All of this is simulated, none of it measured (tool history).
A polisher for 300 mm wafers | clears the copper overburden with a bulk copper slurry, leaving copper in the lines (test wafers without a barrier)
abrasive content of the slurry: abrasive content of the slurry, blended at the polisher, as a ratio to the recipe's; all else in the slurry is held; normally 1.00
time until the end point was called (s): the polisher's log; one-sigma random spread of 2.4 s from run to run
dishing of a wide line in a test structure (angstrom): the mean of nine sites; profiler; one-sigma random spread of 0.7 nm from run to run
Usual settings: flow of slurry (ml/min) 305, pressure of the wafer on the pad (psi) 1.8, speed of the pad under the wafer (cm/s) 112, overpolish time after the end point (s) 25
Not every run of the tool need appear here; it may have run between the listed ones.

run	day	flow of slurry (ml/min)	pressure of the wafer on the pad (psi)	speed of the pad under the wafer (cm/s)	abrasive content of the slurry	overpolish time after the end point (s)	wafers since the last listed run	wafers polished on this pad	hours since the slurry nozzle was cleaned	hours since the head pressure was calibrated	hours since the slurry blender was calibrated	incoming thickness of the incoming film, nm	time until the end point was called (s)	dishing of a wide line in a test structure (angstrom)
1	0.000	305	1.8	112	1.20	25	0	519	364.0	1062.8	69.0	996.4	159.2	646
2	0.342	305	1.5	112	1.00	33	66	585	372.2	1071.0	77.2	974.7	196.7	639
3	0.967	305	1.8	112	0.80	25	122	707	387.2	1086.0	92.2	970.8	173.1	622
# day 1.212: slurry nozzle cleaned
# day 1.558: worn pad replaced by a new one
4	2.146	305	1.8	112	0.80	25	189	114	22.4	1114.3	120.5	982.3	166.1	635
5	3.179	350	1.8	112	1.00	25	201	316	47.2	1139.1	145.3	974.9	162.0	646
6	3.612	305	1.8	112	1.00	25	84	401	57.6	1149.5	155.7	968.0	166.8	639
7	4.221	250	1.8	112	0.90	25	118	520	72.2	1164.1	170.3	998.4	181.2	628
8	4.833	265	1.8	112	1.15	39	119	639	86.9	1178.8	185.0	983.2	172.0	728
9	5.558	305	1.8	112	1.15	25	141	781	104.3	1196.2	202.4	963.9	170.2	627
# day 6.042: worn pad replaced by a new one
10	6.062	305	1.8	112	1.00	25	65	4	116.4	1208.3	214.5	990.4	159.0	657
11	6.704	305	2.2	112	1.25	29	125	129	131.8	1223.7	229.9	977.8	126.4	782
12	7.133	305	1.8	112	1.00	25	83	213	142.1	1234.0	240.2	990.4	169.6	646
13	7.612	265	1.8	112	1.00	25	93	307	153.6	1245.5	251.7	996.7	169.9	634
14	8.029	405	1.8	88	1.00	33	81	388	163.6	1255.5	261.7	980.1	204.0	648
# day 8.392: head pressure recalibrated
15	8.450	235	1.8	112	1.00	25	65	454	173.7	1.4	271.8	975.2	173.6	624
16	8.704	385	1.8	132	1.30	20	49	504	179.8	7.5	277.9	982.1	140.8	634
17	9.092	305	1.8	86	1.00	11	75	579	189.1	16.8	287.2	987.5	233.2	309
18	9.754	205	1.8	112	0.85	38	129	709	205.0	32.7	303.1	987.8	189.9	713
19	10.096	305	1.8	96	1.30	10	66	776	213.2	40.9	311.3	984.7	204.1	318
# day 10.429: worn pad replaced by a new one
20	10.500	305	1.8	112	1.00	39	46	13	222.9	50.6	321.0	966.4	160.1	743
21	10.971	305	1.8	94	1.00	25	92	105	234.2	61.9	332.3	982.3	200.8	594
# day 11.138: slurry blender recalibrated
22	11.417	305	1.4	112	1.20	34	70	176	244.9	72.6	6.7	963.7	187.8	647
23	12.012	305	1.8	112	1.00	38	116	292	259.2	86.9	21.0	960.0	154.0	746
24	12.346	305	1.4	112	0.70	25	65	357	267.2	94.9	29.0	974.1	217.7	537
25	12.650	305	1.6	112	0.75	25	59	417	274.5	102.2	36.3	1001.4	194.3	580
26	13.279	305	1.3	112	1.00	25	122	540	289.6	117.3	51.4	994.1	230.8	516
27	13.804	350	1.3	112	1.00	14	102	642	302.2	129.9	64.0	980.2	232.8	360

The tool's hidden state at each run:
slurry flow missing at the pad, %: 0 across all the runs
deviation of the head's pressure from its setpoint, %: 0 across all the runs
H1: removal rate lost through wear of the pad, %
H2: abrasive missing from the slurry, %
run	H1	H2
1	7.44	9.84
2	8.3	10.7
3	9.87	12.3
4	3.35	15.2
5	5.95	17.8
6	7.04	18.9
7	8.57	20.5
8	10.1	22
9	11.9	23.8
10	0.633	25.1
11	2.25	26.7
12	3.33	27.8
13	4.53	29
14	5.58	30.1
15	6.64	31.1
16	7.28	31.8
17	8.25	32.7
18	9.92	34.4
19	10.8	35.3
20	0.378	36.3
21	1.56	37.5
22	2.68	3.53
23	4.18	5.03
24	5.02	5.87
25	5.79	6.63
26	7.37	8.22
27	8.69	9.54
